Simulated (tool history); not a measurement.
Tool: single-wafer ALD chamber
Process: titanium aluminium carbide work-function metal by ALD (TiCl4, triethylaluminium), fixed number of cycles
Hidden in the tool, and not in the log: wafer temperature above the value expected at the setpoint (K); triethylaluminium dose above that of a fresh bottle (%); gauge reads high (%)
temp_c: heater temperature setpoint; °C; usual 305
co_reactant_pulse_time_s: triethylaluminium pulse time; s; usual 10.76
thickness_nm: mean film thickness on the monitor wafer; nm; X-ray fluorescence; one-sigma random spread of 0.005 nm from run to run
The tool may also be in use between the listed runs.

run,hour,temp_c,co_reactant_pulse_time_s,wafers since the last listed run,hours since the last thermocouple change,hours since the last triethylaluminium bottle change,hours since the showerhead was replaced,hours since the gauge calibration,"read-back reference wafer on the same gauge, thickness_nm",thickness_nm
1,0,305,10.76,0,2425.7,328.1,5938.7,270.8,2.21,1.989
2,48.4,305,10.76,346,2474.1,376.5,5987.1,319.2,2.212,1.977
3,68.3,305,10.76,142,2494,396.4,6007,339.1,2.21,1.989
4,85.2,310,10.76,121,2510.9,413.3,6023.9,356,2.213,2.028
5,99.8,298,10.76,104,2525.5,427.9,6038.5,370.6,2.209,1.915
6,121.8,298,10.76,157,2547.5,449.9,6060.5,392.6,2.212,1.914
7,149.5,298,10.76,198,2575.2,477.6,6088.2,420.3,2.208,1.913
8,179.5,305,10.76,215,2605.2,507.6,6118.2,450.3,2.21,1.98
9,204.4,305,10.76,178,2630.1,532.5,6143.1,475.2,2.212,1.977
10,230.1,305,10.76,184,2655.8,558.2,6168.8,500.9,2.212,1.972
# hour 252.1: showerhead replaced
11,252.6,296,8.17,103,2678.3,580.7,0.5,523.4,2.209,1.835
12,279.7,296,8.17,194,2705.4,607.8,27.6,550.5,2.208,1.838
13,293.8,305,10.76,101,2719.5,621.9,41.7,564.6,2.209,1.971
14,320.1,312,15.06,188,2745.8,648.2,68,590.9,2.21,2.075
# hour 392.1: thermocouple changed; heater temperature recalibrated
15,425.4,305,10.76,697,33.3,753.5,173.3,696.2,2.211,1.966
16,449.1,305,10.76,169,57,777.2,197,719.9,2.213,1.971
17,471.4,305,9.16,159,79.3,799.5,219.3,742.2,2.213,1.931
18,488.2,305,6.98,120,96.1,816.3,236.1,759,2.208,1.859
19,503,320,12.63,106,110.9,831.1,250.9,773.8,2.207,2.146
20,538.1,305,10.76,251,146,866.2,286,808.9,2.211,1.961
# hour 548: gauge calibrated
# hour 560.2: triethylaluminium bottle replaced
21,560.7,317,6.93,104,168.6,0.5,308.6,12.7,2.208,2.031
22,582.2,315,10.76,154,190.1,22,330.1,34.2,2.21,2.1
23,594.9,297,14.44,91,202.8,34.7,342.8,46.9,2.21,1.942
24,629.4,298,14.72,247,237.3,69.2,377.3,81.4,2.209,1.955
25,722.8,311,8,669,330.7,162.6,470.7,174.8,2.21,1.994
26,758.2,292,6.68,253,366.1,198,506.1,210.2,2.21,1.787
27,778,298,9.54,141,385.9,217.8,525.9,230,2.211,1.9

Selected run-to-run steps in thickness_nm, each split into two signed amounts: the part the tool would show with no hidden state at all (from settings, incoming material and random variation), and the remainder, which goes to the hidden state together with any gauge scatter not common to the measured and the hidden-state-free results:
Run 18 -> 19: temp_c 305 -> 320, co_reactant_pulse_time_s 6.98 -> 12.63. thickness_nm +0.287 nm: hidden state +0.03, all else +0.257.
Run 20 -> 21: temp_c 305 -> 317, co_reactant_pulse_time_s 10.76 -> 6.93, gauge calibrated, triethylaluminium bottle replaced. thickness_nm +0.07 nm: hidden state +0.033, all else +0.037.
Run 25 -> 26: temp_c 311 -> 292, co_reactant_pulse_time_s 8 -> 6.68. thickness_nm -0.207 nm: hidden state -0.003, all else -0.204.

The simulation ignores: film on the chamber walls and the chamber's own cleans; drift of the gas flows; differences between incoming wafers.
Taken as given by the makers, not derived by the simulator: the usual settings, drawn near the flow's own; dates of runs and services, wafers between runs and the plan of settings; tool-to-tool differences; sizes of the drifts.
